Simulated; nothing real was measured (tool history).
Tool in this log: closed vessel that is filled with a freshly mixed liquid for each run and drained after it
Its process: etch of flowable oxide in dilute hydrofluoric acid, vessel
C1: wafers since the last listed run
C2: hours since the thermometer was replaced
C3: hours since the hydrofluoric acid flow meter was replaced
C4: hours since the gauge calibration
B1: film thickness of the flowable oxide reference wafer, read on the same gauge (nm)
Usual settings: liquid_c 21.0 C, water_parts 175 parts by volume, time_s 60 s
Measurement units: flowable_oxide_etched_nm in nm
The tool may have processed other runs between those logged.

Run 1, hour 0.0: usual settings but liquid_c 18.5 C; C1 0; C2 1517.4; C3 98.2; C4 695.6; B1 109.99. Result: flowable_oxide_etched_nm 12.18 nm.
Run 2, hour 61.5: usual settings but time_s 65 s; C1 7178; C2 1578.9; C3 159.7; C4 757.1; B1 109.97. Result: flowable_oxide_etched_nm 14.61 nm.
Run 3, hour 112.1: usual settings but time_s 65 s; C1 5906; C2 1629.5; C3 210.3; C4 807.7; B1 109.97. Result: flowable_oxide_etched_nm 14.94 nm.
Run 4, hour 154.4: usual settings but time_s 65 s; C1 4937; C2 1671.8; C3 252.6; C4 850.0; B1 110.02. Result: flowable_oxide_etched_nm 14.88 nm.
Run 5, hour 195.4: usual settings; C1 4785; C2 1712.8; C3 293.6; C4 891.0; B1 109.99. Result: flowable_oxide_etched_nm 13.42 nm.
Run 6, hour 220.8: usual settings but time_s 75 s; C1 2964; C2 1738.2; C3 319.0; C4 916.4; B1 109.99. Result: flowable_oxide_etched_nm 17.10 nm.
Run 7, hour 278.6: usual settings but time_s 75 s; C1 6747; C2 1796.0; C3 376.8; C4 974.2; B1 109.99. Result: flowable_oxide_etched_nm 16.90 nm.
Run 8, hour 313.7: usual settings but liquid_c 23.0 C, water_parts 140 parts by volume; C1 4097; C2 1831.1; C3 411.9; C4 1009.3; B1 110.00. Result: flowable_oxide_etched_nm 19.08 nm.
Run 9, hour 378.8: usual settings but liquid_c 23.0 C, water_parts 140 parts by volume; C1 7599; C2 1896.2; C3 477.0; C4 1074.4; B1 109.99. Result: flowable_oxide_etched_nm 19.29 nm.
Run 10, hour 412.6: usual settings but liquid_c 23.0 C, water_parts 140 parts by volume; C1 3945; C2 1930.0; C3 510.8; C4 1108.2; B1 110.01. Result: flowable_oxide_etched_nm 19.47 nm.
Run 11, hour 456.2: usual settings but liquid_c 24.0 C, water_parts 245 parts by volume, time_s 85 s; C1 5089; C2 1973.6; C3 554.4; C4 1151.8; B1 110.00. Result: flowable_oxide_etched_nm 14.25 nm.
Run 12, hour 480.3: usual settings but water_parts 260 parts by volume, time_s 90 s; C1 2813; C2 1997.7; C3 578.5; C4 1175.9; B1 109.97. Result: flowable_oxide_etched_nm 12.70 nm.
Run 13, hour 534.7: usual settings but water_parts 90 parts by volume, time_s 75 s; C1 6350; C2 2052.1; C3 632.9; C4 1230.3; B1 109.99. Result: flowable_oxide_etched_nm 36.06 nm.
At hour 562.0: gauge calibrated.
Run 14, hour 596.4: usual settings but liquid_c 25.5 C, water_parts 240 parts by volume, time_s 75 s; C1 7202; C2 2113.8; C3 694.6; C4 34.4; B1 110.01. Result: flowable_oxide_etched_nm 13.54 nm.
Run 15, hour 636.7: usual settings but water_parts 260 parts by volume, time_s 90 s; C1 4704; C2 2154.1; C3 734.9; C4 74.7; B1 109.99. Result: flowable_oxide_etched_nm 12.97 nm.
Run 16, hour 680.1: usual settings; C1 5066; C2 2197.5; C3 778.3; C4 118.1; B1 110.00. Result: flowable_oxide_etched_nm 13.66 nm.
Run 17, hour 722.7: usual settings but water_parts 145 parts by volume, time_s 30 s; C1 4972; C2 2240.1; C3 820.9; C4 160.7; B1 110.02. Result: flowable_oxide_etched_nm 8.57 nm.
Run 18, hour 757.0: usual settings but liquid_c 23.5 C, water_parts 255 parts by volume, time_s 50 s; C1 4003; C2 2274.4; C3 855.2; C4 195.0; B1 110.00. Result: flowable_oxide_etched_nm 7.79 nm.
Run 19, hour 826.3: usual settings but water_parts 235 parts by volume; C1 8089; C2 2343.7; C3 924.5; C4 264.3; B1 109.99. Result: flowable_oxide_etched_nm 9.58 nm.
At hour 837.8: hydrofluoric acid flow meter replaced.
Run 20, hour 855.7: usual settings; C1 3315; C2 2373.1; C3 17.9; C4 293.7; B1 110.00. Result: flowable_oxide_etched_nm 13.55 nm.
At hour 910.1: thermometer replaced.
Run 21, hour 916.6: usual settings but liquid_c 19.5 C, water_parts 115 parts by volume, time_s 30 s; C1 6992; C2 6.5; C3 78.8; C4 354.6; B1 110.01. Result: flowable_oxide_etched_nm 10.20 nm.
Run 22, hour 962.9: usual settings; C1 5404; C2 52.8; C3 125.1; C4 400.9; B1 110.02. Result: flowable_oxide_etched_nm 13.53 nm.
Run 23, hour 1009.4: usual settings but liquid_c 18.5 C; C1 5427; C2 99.3; C3 171.6; C4 447.4; B1 109.97. Result: flowable_oxide_etched_nm 12.38 nm.
Run 24, hour 1092.2: usual settings but liquid_c 23.5 C, water_parts 200 parts by volume, time_s 85 s; C1 9665; C2 182.1; C3 254.4; C4 530.2; B1 109.99. Result: flowable_oxide_etched_nm 18.23 nm.
Run 25, hour 1143.9: usual settings but liquid_c 17.0 C, water_parts 240 parts by volume, time_s 35 s; C1 6034; C2 233.8; C3 306.1; C4 581.9; B1 109.99. Result: flowable_oxide_etched_nm 4.67 nm.
Run 26, hour 1181.0: usual settings but liquid_c 22.5 C, water_parts 200 parts by volume, time_s 45 s; C1 4330; C2 270.9; C3 343.2; C4 619.0; B1 110.01. Result: flowable_oxide_etched_nm 9.29 nm.
Run 27, hour 1303.1: usual settings; C1 14252; C2 393.0; C3 465.3; C4 741.1; B1 110.01. Result: flowable_oxide_etched_nm 13.90 nm.
Run 28, hour 1387.2: usual settings but liquid_c 17.0 C, water_parts 205 parts by volume, time_s 35 s; C1 9817; C2 477.1; C3 549.4; C4 825.2; B1 110.01. Result: flowable_oxide_etched_nm 5.59 nm.
Run 29, hour 1441.6: usual settings; C1 6350; C2 531.5; C3 603.8; C4 879.6; B1 110.02. Result: flowable_oxide_etched_nm 13.48 nm.

Run 30 comes next. What will it give?
Run 30, hour 1490.9: usual settings but water_parts 120 parts by volume; C1 5754; C2 580.8; C3 653.1; C4 928.9; B1 ?. Result: flowable_oxide_etched_nm ?.

{"run 30": {"B1": 110.0, "flowable_oxide_etched_nm": 21.01}}
Were there no unlogged condition in the tool, this run, its random variation unchanged, would have produced flowable_oxide_etched_nm 21.01 nm.
